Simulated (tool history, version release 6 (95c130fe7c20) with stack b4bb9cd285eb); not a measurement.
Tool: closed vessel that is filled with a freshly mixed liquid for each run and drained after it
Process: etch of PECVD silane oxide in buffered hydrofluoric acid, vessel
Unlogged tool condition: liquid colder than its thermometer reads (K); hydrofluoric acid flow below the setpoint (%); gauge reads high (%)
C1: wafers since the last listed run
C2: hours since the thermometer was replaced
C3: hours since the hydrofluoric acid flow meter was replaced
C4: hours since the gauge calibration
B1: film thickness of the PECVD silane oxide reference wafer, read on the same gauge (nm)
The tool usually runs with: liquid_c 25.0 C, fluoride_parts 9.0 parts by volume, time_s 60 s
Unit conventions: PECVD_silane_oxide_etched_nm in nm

{"run": 1, "day": 0.0, "liquid_c": 25.0, "fluoride_parts": 9.0, "time_s": 60, "C1": 0, "C2": 1252.3, "C3": 509.6, "C4": 499.5, "B1": 99.99, "PECVD_silane_oxide_etched_nm": 165.98}
{"run": 2, "day": 2.296, "liquid_c": 25.0, "fluoride_parts": 9.0, "time_s": 60, "C1": 7426, "C2": 1307.4, "C3": 564.7, "C4": 554.6, "B1": 99.95, "PECVD_silane_oxide_etched_nm": 162.7}
{"run": 3, "day": 3.55, "liquid_c": 26.5, "fluoride_parts": 9.0, "time_s": 60, "C1": 4057, "C2": 1337.5, "C3": 594.8, "C4": 584.7, "B1": 100.0, "PECVD_silane_oxide_etched_nm": 177.05}
{"run": 4, "day": 6.579, "liquid_c": 26.5, "fluoride_parts": 9.0, "time_s": 60, "C1": 9799, "C2": 1410.2, "C3": 667.5, "C4": 657.4, "B1": 99.97, "PECVD_silane_oxide_etched_nm": 175.61}
{"run": 5, "day": 9.125, "liquid_c": 26.5, "fluoride_parts": 9.0, "time_s": 60, "C1": 8235, "C2": 1471.3, "C3": 728.6, "C4": 718.5, "B1": 99.98, "PECVD_silane_oxide_etched_nm": 174.92}
{"run": 6, "day": 11.604, "liquid_c": 26.0, "fluoride_parts": 10.0, "time_s": 60, "C1": 8019, "C2": 1530.8, "C3": 788.1, "C4": 778.0, "B1": 100.01, "PECVD_silane_oxide_etched_nm": 153.03}
{"run": 7, "day": 13.533, "liquid_c": 25.0, "fluoride_parts": 9.0, "time_s": 60, "C1": 6240, "C2": 1577.1, "C3": 834.4, "C4": 824.3, "B1": 100.01, "PECVD_silane_oxide_etched_nm": 157.53}
{"day": 16.458, "done": "thermometer replaced"}
{"run": 8, "day": 16.521, "liquid_c": 25.0, "fluoride_parts": 9.0, "time_s": 75, "C1": 9529, "C2": 1.5, "C3": 906.1, "C4": 896.0, "B1": 99.96, "PECVD_silane_oxide_etched_nm": 195.39}
{"day": 18.133, "done": "hydrofluoric acid flow meter replaced"}
{"day": 18.946, "done": "gauge calibrated"}
{"run": 9, "day": 19.112, "liquid_c": 27.5, "fluoride_parts": 6.5, "time_s": 35, "C1": 8249, "C2": 63.7, "C3": 23.5, "C4": 4.0, "B1": 100.07, "PECVD_silane_oxide_etched_nm": 163.93}
{"run": 10, "day": 20.296, "liquid_c": 25.0, "fluoride_parts": 9.0, "time_s": 60, "C1": 3828, "C2": 92.1, "C3": 51.9, "C4": 32.4, "B1": 100.01, "PECVD_silane_oxide_etched_nm": 174.29}
{"run": 11, "day": 22.558, "liquid_c": 25.0, "fluoride_parts": 6.0, "time_s": 35, "C1": 7319, "C2": 146.4, "C3": 106.2, "C4": 86.7, "B1": 100.0, "PECVD_silane_oxide_etched_nm": 151.42}
{"run": 12, "day": 24.238, "liquid_c": 29.5, "fluoride_parts": 12.0, "time_s": 60, "C1": 5432, "C2": 186.7, "C3": 146.5, "C4": 127.0, "B1": 99.99, "PECVD_silane_oxide_etched_nm": 171.41}
{"run": 13, "day": 27.0, "liquid_c": 20.0, "fluoride_parts": 9.0, "time_s": 60, "C1": 8936, "C2": 253.0, "C3": 212.8, "C4": 193.3, "B1": 99.97, "PECVD_silane_oxide_etched_nm": 130.64}
{"run": 14, "day": 29.462, "liquid_c": 22.5, "fluoride_parts": 9.0, "time_s": 60, "C1": 7966, "C2": 312.1, "C3": 271.9, "C4": 252.4, "B1": 100.01, "PECVD_silane_oxide_etched_nm": 151.17}
{"run": 15, "day": 31.55, "liquid_c": 29.0, "fluoride_parts": 9.0, "time_s": 80, "C1": 6752, "C2": 362.2, "C3": 322.0, "C4": 302.5, "B1": 100.02, "PECVD_silane_oxide_etched_nm": 285.85}

3 ways to go on from here, each from the tool as it stands after run 15. What would each give?
{"run": "A", "day": 31.579, "liquid_c": 25.0, "fluoride_parts": 9.0, "time_s": 60, "C1": 94, "C2": 362.9, "C3": 322.7, "C4": 303.2, "B1": "?", "PECVD_silane_oxide_etched_nm": "?"}
{"run": "B", "day": 31.579, "liquid_c": 28.5, "fluoride_parts": 10.0, "time_s": 35, "C1": 94, "C2": 362.9, "C3": 322.7, "C4": 303.2, "B1": "?", "PECVD_silane_oxide_etched_nm": "?"}
{"run": "C", "day": 31.579, "liquid_c": 25.0, "fluoride_parts": 6.5, "time_s": 35, "C1": 94, "C2": 362.9, "C3": 322.7, "C4": 303.2, "B1": "?", "PECVD_silane_oxide_etched_nm": "?"}

run=A B1=100.00 PECVD_silane_oxide_etched_nm=170.99
run=B B1=100.00 PECVD_silane_oxide_etched_nm=110.81
run=C B1=100.00 PECVD_silane_oxide_etched_nm=138.07
With no hidden state in the tool, these same runs would have given:
run=A PECVD_silane_oxide_etched_nm=176.07
run=B PECVD_silane_oxide_etched_nm=115.94
run=C PECVD_silane_oxide_etched_nm=143.76

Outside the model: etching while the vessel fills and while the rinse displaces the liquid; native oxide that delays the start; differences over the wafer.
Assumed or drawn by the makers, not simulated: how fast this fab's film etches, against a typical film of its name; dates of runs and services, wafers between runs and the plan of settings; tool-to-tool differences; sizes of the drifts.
